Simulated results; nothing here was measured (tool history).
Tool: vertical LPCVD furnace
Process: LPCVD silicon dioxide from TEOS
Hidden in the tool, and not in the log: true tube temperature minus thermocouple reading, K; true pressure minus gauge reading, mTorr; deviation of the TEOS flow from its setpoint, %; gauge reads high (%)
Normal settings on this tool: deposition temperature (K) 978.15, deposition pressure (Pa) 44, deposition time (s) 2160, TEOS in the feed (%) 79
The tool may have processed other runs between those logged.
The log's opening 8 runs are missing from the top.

run,hour,deposition temperature (K),deposition pressure (Pa),deposition time (s),TEOS in the feed (%),wafers since the last listed run,hours since the last temperature calibration,hours since the pressure gauge was zeroed,hours since the TEOS flow controller was replaced,hours since the gauge calibration,"read-back reference wafer on the same gauge, thickness",film thickness on the monitor wafer in the middle of the boat (angstrom)
9,113.6,978.15,44,2160,79,144,21.8,26.9,2530.9,288.6,279.97,3301.3
10,129.6,978.15,44,2160,86,194,37.8,42.9,2546.9,304.6,280.04,3449.9
11,140.3,978.15,44,2160,79,129,48.5,53.6,2557.6,315.3,279.91,3309.1
12,147,978.15,48,2160,79,81,55.2,60.3,2564.3,322,280.03,3450.3
13,159.2,967.15,44,2520,79,148,67.4,72.5,2576.5,334.2,279.94,2986.5
14,173.9,967.15,44,2520,79,178,82.1,87.2,2591.2,348.9,280.01,2983.3
15,181.2,989.15,44,1380,79,88,89.4,94.5,2598.5,356.2,279.89,2713.7
16,189.3,984.15,44,2610,92,98,97.5,102.6,2606.6,364.3,280,4955.3
17,197.4,978.15,44,1620,71,98,105.6,110.7,2614.7,372.4,279.91,2348.5
# hour 227.8: TEOS flow controller replaced
18,228.3,978.15,33.3,2550,79,83,136.5,141.6,0.5,403.3,279.89,3392.2
19,233,978.15,44,2160,79,57,141.2,146.3,5.2,408,280.1,3309
20,237.8,978.15,49.3,2160,86,58,146,151.1,10,412.8,280.07,3653
21,242.5,983.15,44,1560,79,57,150.7,155.8,14.7,417.5,280.13,2676.4

What does the tool deliver on the next run?
22,251.2,973.15,48.7,1590,89,105,159.4,164.5,23.4,426.2,?,?

Logged for run 22: read-back reference wafer on the same gauge, thickness 279.92, film thickness on the monitor wafer in the middle of the boat (angstrom) 2415.
If the tool had no hidden condition, the same run with the same run-to-run variation would have returned film thickness on the monitor wafer in the middle of the boat (angstrom) 2406.2.
